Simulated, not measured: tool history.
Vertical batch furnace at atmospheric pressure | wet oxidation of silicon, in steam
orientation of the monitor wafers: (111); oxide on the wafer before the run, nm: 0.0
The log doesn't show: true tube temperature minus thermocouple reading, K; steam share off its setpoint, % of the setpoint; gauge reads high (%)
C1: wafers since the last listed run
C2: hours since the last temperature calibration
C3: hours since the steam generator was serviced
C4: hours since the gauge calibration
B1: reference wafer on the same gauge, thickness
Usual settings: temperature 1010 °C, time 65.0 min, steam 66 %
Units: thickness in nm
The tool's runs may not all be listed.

{"run": 1, "day": 0.0, "temperature": 1018, "time": 65.0, "steam": 69, "C1": 0, "C2": 4064.8, "C3": 3906.4, "C4": 240.3, "B1": 470.78, "thickness": 444.5}
{"run": 2, "day": 0.775, "temperature": 1018, "time": 65.0, "steam": 69, "C1": 216, "C2": 4083.4, "C3": 3925.0, "C4": 258.9, "B1": 470.12, "thickness": 442.62}
{"run": 3, "day": 1.308, "temperature": 1010, "time": 51.0, "steam": 66, "C1": 149, "C2": 4096.2, "C3": 3937.8, "C4": 271.7, "B1": 469.36, "thickness": 353.58}
{"run": 4, "day": 1.971, "temperature": 1010, "time": 51.0, "steam": 66, "C1": 185, "C2": 4112.1, "C3": 3953.7, "C4": 287.6, "B1": 470.17, "thickness": 349.37}
{"run": 5, "day": 2.346, "temperature": 1010, "time": 65.0, "steam": 66, "C1": 104, "C2": 4121.1, "C3": 3962.7, "C4": 296.6, "B1": 470.42, "thickness": 411.38}
{"run": 6, "day": 2.771, "temperature": 1010, "time": 65.0, "steam": 66, "C1": 118, "C2": 4131.3, "C3": 3972.9, "C4": 306.8, "B1": 470.15, "thickness": 411.44}
{"run": 7, "day": 3.167, "temperature": 1010, "time": 65.0, "steam": 66, "C1": 110, "C2": 4140.8, "C3": 3982.4, "C4": 316.3, "B1": 469.1, "thickness": 410.23}
{"run": 8, "day": 3.925, "temperature": 1010, "time": 65.0, "steam": 66, "C1": 212, "C2": 4159.0, "C3": 4000.6, "C4": 334.5, "B1": 469.92, "thickness": 407.7}
{"run": 9, "day": 4.333, "temperature": 1010, "time": 65.0, "steam": 66, "C1": 114, "C2": 4168.8, "C3": 4010.4, "C4": 344.3, "B1": 469.77, "thickness": 412.27}
{"run": 10, "day": 4.692, "temperature": 1010, "time": 65.0, "steam": 66, "C1": 100, "C2": 4177.4, "C3": 4019.0, "C4": 352.9, "B1": 471.1, "thickness": 412.78}
{"run": 11, "day": 5.579, "temperature": 1010, "time": 65.0, "steam": 66, "C1": 248, "C2": 4198.7, "C3": 4040.3, "C4": 374.2, "B1": 469.58, "thickness": 407.72}
{"run": 12, "day": 6.433, "temperature": 1010, "time": 65.0, "steam": 66, "C1": 239, "C2": 4219.2, "C3": 4060.8, "C4": 394.7, "B1": 470.09, "thickness": 408.67}
{"run": 13, "day": 6.758, "temperature": 1010, "time": 65.0, "steam": 57, "C1": 90, "C2": 4227.0, "C3": 4068.6, "C4": 402.5, "B1": 470.03, "thickness": 377.68}
{"run": 14, "day": 7.279, "temperature": 1010, "time": 65.0, "steam": 57, "C1": 145, "C2": 4239.5, "C3": 4081.1, "C4": 415.0, "B1": 468.98, "thickness": 376.29}
{"run": 15, "day": 8.175, "temperature": 1010, "time": 65.0, "steam": 57, "C1": 250, "C2": 4261.0, "C3": 4102.6, "C4": 436.5, "B1": 470.03, "thickness": 376.64}
{"run": 16, "day": 8.608, "temperature": 1029, "time": 65.0, "steam": 66, "C1": 121, "C2": 4271.4, "C3": 4113.0, "C4": 446.9, "B1": 469.95, "thickness": 458.2}
{"run": 17, "day": 9.346, "temperature": 1029, "time": 65.0, "steam": 66, "C1": 206, "C2": 4289.1, "C3": 4130.7, "C4": 464.6, "B1": 469.68, "thickness": 454.07}
{"run": 18, "day": 9.771, "temperature": 1010, "time": 39.5, "steam": 66, "C1": 118, "C2": 4299.3, "C3": 4140.9, "C4": 474.8, "B1": 469.84, "thickness": 302.46}
{"run": 19, "day": 10.275, "temperature": 1010, "time": 65.0, "steam": 66, "C1": 141, "C2": 4311.4, "C3": 4153.0, "C4": 486.9, "B1": 470.05, "thickness": 411.01}
{"run": 20, "day": 10.729, "temperature": 1010, "time": 65.0, "steam": 66, "C1": 127, "C2": 4322.3, "C3": 4163.9, "C4": 497.8, "B1": 469.57, "thickness": 412.93}
{"run": 21, "day": 11.158, "temperature": 989, "time": 65.0, "steam": 66, "C1": 120, "C2": 4332.6, "C3": 4174.2, "C4": 508.1, "B1": 469.44, "thickness": 363.5}
{"run": 22, "day": 11.875, "temperature": 1023, "time": 65.0, "steam": 66, "C1": 200, "C2": 4349.8, "C3": 4191.4, "C4": 525.3, "B1": 470.34, "thickness": 443.38}
{"run": 23, "day": 12.758, "temperature": 1025, "time": 40.0, "steam": 66, "C1": 247, "C2": 4371.0, "C3": 4212.6, "C4": 546.5, "B1": 469.36, "thickness": 330.32}
{"run": 24, "day": 13.1, "temperature": 1035, "time": 45.0, "steam": 66, "C1": 95, "C2": 4379.2, "C3": 4220.8, "C4": 554.7, "B1": 469.83, "thickness": 377.51}
{"run": 25, "day": 13.95, "temperature": 1000, "time": 93.5, "steam": 75, "C1": 237, "C2": 4399.6, "C3": 4241.2, "C4": 575.1, "B1": 469.74, "thickness": 523.26}
{"day": 14.104, "done": "gauge calibrated"}
{"day": 15.192, "done": "steam generator serviced"}
{"day": 15.9, "done": "thermocouples replaced and temperature profile calibrated"}
{"run": 26, "day": 15.921, "temperature": 994, "time": 65.0, "steam": 57, "C1": 73, "C2": 0.5, "C3": 17.5, "C4": 43.6, "B1": 469.5, "thickness": 339.33}
{"run": 27, "day": 16.138, "temperature": 1010, "time": 65.0, "steam": 66, "C1": 60, "C2": 5.7, "C3": 22.7, "C4": 48.8, "B1": 471.18, "thickness": 409.0}
{"run": 28, "day": 16.354, "temperature": 1010, "time": 65.0, "steam": 66, "C1": 60, "C2": 10.9, "C3": 27.9, "C4": 54.0, "B1": 468.45, "thickness": 411.09}
{"run": 29, "day": 16.821, "temperature": 1033, "time": 65.0, "steam": 74, "C1": 130, "C2": 22.1, "C3": 39.1, "C4": 65.2, "B1": 470.22, "thickness": 493.38}
{"run": 30, "day": 17.462, "temperature": 997, "time": 36.5, "steam": 71, "C1": 179, "C2": 37.5, "C3": 54.5, "C4": 80.6, "B1": 469.49, "thickness": 274.97}
{"run": 31, "day": 18.354, "temperature": 1010, "time": 56.5, "steam": 66, "C1": 249, "C2": 58.9, "C3": 75.9, "C4": 102.0, "B1": 469.77, "thickness": 377.08}
{"run": 32, "day": 19.208, "temperature": 1010, "time": 65.0, "steam": 78, "C1": 239, "C2": 79.4, "C3": 96.4, "C4": 122.5, "B1": 469.15, "thickness": 455.05}
{"run": 33, "day": 21.529, "temperature": 994, "time": 65.0, "steam": 66, "C1": 649, "C2": 135.1, "C3": 152.1, "C4": 178.2, "B1": 470.76, "thickness": 371.24}
{"run": 34, "day": 22.133, "temperature": 1010, "time": 44.5, "steam": 66, "C1": 169, "C2": 149.6, "C3": 166.6, "C4": 192.7, "B1": 469.1, "thickness": 320.36}
{"run": 35, "day": 22.492, "temperature": 987, "time": 65.0, "steam": 77, "C1": 100, "C2": 158.2, "C3": 175.2, "C4": 201.3, "B1": 470.17, "thickness": 400.34}
{"run": 36, "day": 23.133, "temperature": 1010, "time": 65.0, "steam": 57, "C1": 179, "C2": 173.6, "C3": 190.6, "C4": 216.7, "B1": 471.11, "thickness": 376.82}
{"run": 37, "day": 23.504, "temperature": 991, "time": 65.0, "steam": 66, "C1": 103, "C2": 182.5, "C3": 199.5, "C4": 225.6, "B1": 470.36, "thickness": 369.13}
{"run": 38, "day": 24.096, "temperature": 1028, "time": 65.0, "steam": 66, "C1": 165, "C2": 196.7, "C3": 213.7, "C4": 239.8, "B1": 470.04, "thickness": 449.79}
{"run": 39, "day": 24.433, "temperature": 1022, "time": 34.0, "steam": 62, "C1": 94, "C2": 204.8, "C3": 221.8, "C4": 247.9, "B1": 470.25, "thickness": 283.93}

3 ways to go on from here, each from the tool as it stands after run 39. What would each give?
{"run": "A", "day": 24.654, "temperature": 1010, "time": 65.0, "steam": 66, "C1": 61, "C2": 210.1, "C3": 227.1, "C4": 253.2, "B1": "?", "thickness": "?"}
{"run": "B", "day": 24.654, "temperature": 1010, "time": 32.5, "steam": 66, "C1": 61, "C2": 210.1, "C3": 227.1, "C4": 253.2, "B1": "?", "thickness": "?"}
{"run": "C", "day": 24.654, "temperature": 1024, "time": 85.5, "steam": 66, "C1": 61, "C2": 210.1, "C3": 227.1, "C4": 253.2, "B1": "?", "thickness": "?"}

run=A B1=469.50 thickness=412.28
run=B B1=469.50 thickness=264.84
run=C B1=469.50 thickness=522.81
Without the tool's hidden state the same runs would have given:
run=A thickness=412.28
run=B thickness=264.84
run=C thickness=522.81

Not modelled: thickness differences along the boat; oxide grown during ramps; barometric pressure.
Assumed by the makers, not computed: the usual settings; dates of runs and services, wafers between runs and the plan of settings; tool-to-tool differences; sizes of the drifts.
